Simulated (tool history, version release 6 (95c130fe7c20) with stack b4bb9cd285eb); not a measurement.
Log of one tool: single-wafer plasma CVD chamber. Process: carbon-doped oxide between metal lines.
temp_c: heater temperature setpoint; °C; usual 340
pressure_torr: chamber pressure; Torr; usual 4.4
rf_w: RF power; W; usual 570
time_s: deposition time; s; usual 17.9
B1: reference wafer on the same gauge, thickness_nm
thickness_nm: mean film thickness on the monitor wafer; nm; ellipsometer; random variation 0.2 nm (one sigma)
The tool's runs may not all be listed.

run 1 day=0 | temp_c=331 pressure_torr=4.4 rf_w=570 time_s=17.9 | B1=87.942 | thickness_nm=102.278
run 2 day=3.525 | temp_c=331 pressure_torr=4.4 rf_w=570 time_s=17.9 | B1=88.014 | thickness_nm=102.219
run 3 day=7.383 | temp_c=340 pressure_torr=4.4 rf_w=570 time_s=17.9 | B1=88.004 | thickness_nm=98.715
run 4 day=11.879 | temp_c=340 pressure_torr=4.4 rf_w=570 time_s=17.9 | B1=88.074 | thickness_nm=98.83
run 5 day=15.708 | temp_c=340 pressure_torr=4.4 rf_w=570 time_s=17.9 | B1=87.947 | thickness_nm=98.306
run 6 day=17.45 | temp_c=340 pressure_torr=4.4 rf_w=570 time_s=17.9 | B1=88.043 | thickness_nm=98.219
-- day=24.871 gauge calibrated
-- day=25.646 RF generator calibrated
-- day=25.988 thermocouple changed; heater temperature recalibrated
run 7 day=30.046 | temp_c=340 pressure_torr=4.88 rf_w=570 time_s=17.9 | B1=87.994 | thickness_nm=102.701
-- day=32.762 capacitance manometer re-zeroed and calibrated
run 8 day=34.529 | temp_c=340 pressure_torr=4.88 rf_w=570 time_s=17.9 | B1=88.005 | thickness_nm=102.661
run 9 day=37.55 | temp_c=340 pressure_torr=4.4 rf_w=625 time_s=17.9 | B1=87.971 | thickness_nm=103.894
-- day=38.988 showerhead replaced
run 10 day=41.471 | temp_c=340 pressure_torr=3.8 rf_w=620 time_s=17.9 | B1=88.054 | thickness_nm=100.587
run 11 day=44.567 | temp_c=340 pressure_torr=4.4 rf_w=570 time_s=17.9 | B1=87.916 | thickness_nm=99.855

Forecast run 12:
run 12 day=47.421 | temp_c=329 pressure_torr=4.4 rf_w=570 time_s=16 | B1=? | thickness_nm=?

Run 12 gave B1 87.965, thickness_nm 92.838 nm.
Without the tool's hidden state the same run would have given thickness_nm 93.741 nm.
